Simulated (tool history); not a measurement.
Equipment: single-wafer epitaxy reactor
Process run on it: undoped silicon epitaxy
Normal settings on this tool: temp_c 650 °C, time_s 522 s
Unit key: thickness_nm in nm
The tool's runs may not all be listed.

| run | day | temp_c | time_s | read-back reference wafer on the same gauge, thickness_nm | thickness_nm |
|---|---|---|---|---|---|
| 1 | 0.000 | 650 | 522 | 88.361 | 89.875 |
| 2 | 1.388 | 650 | 522 | 88.408 | 90.415 |
| 3 | 4.038 | 650 | 522 | 88.421 | 90.428 |
| 4 | 5.221 | 650 | 522 | 88.392 | 90.261 |
| 5 | 6.588 | 650 | 522 | 88.382 | 90.076 |
| 6 | 8.500 | 661 | 522 | 88.429 | 110.810 |
|  | 10.579 | gauge calibrated |
| 7 | 10.892 | 661 | 522 | 88.421 | 110.719 |
| 8 | 11.925 | 650 | 522 | 88.397 | 90.519 |
| 9 | 13.279 | 650 | 522 | 88.371 | 90.866 |
| 10 | 15.446 | 650 | 522 | 88.422 | 90.321 |
| 11 | 17.538 | 644 | 424 | 88.364 | 65.328 |
|  | 18.400 | pyrometer calibrated |
| 12 | 18.683 | 661 | 426 | 88.455 | 81.137 |
| 13 | 20.371 | 637 | 490 | 88.406 | 59.140 |
| 14 | 22.362 | 650 | 522 | 88.373 | 81.331 |
| 15 | 23.521 | 663 | 605 | 88.432 | 120.562 |
| 16 | 24.988 | 645 | 494 | 88.390 | 70.370 |

Alternative continuations, all from the tool just after run 16; predict every row:
| A | 25.008 | 650 | 581 | ? | ? |
| B | 25.008 | 636 | 602 | ? | ? |
| C | 25.008 | 639 | 455 | ? | ? |

| run | read-back reference wafer on the same gauge, thickness_nm | thickness_nm |
|---|---|---|
| A | 88.354 | 91.209 |
| B | 88.354 | 72.000 |
| C | 88.354 | 57.720 |
What these runs would have given with no unlogged condition in the tool:
| run | thickness_nm |
|---|---|
| A | 91.012 |
| B | 71.840 |
| C | 57.592 |
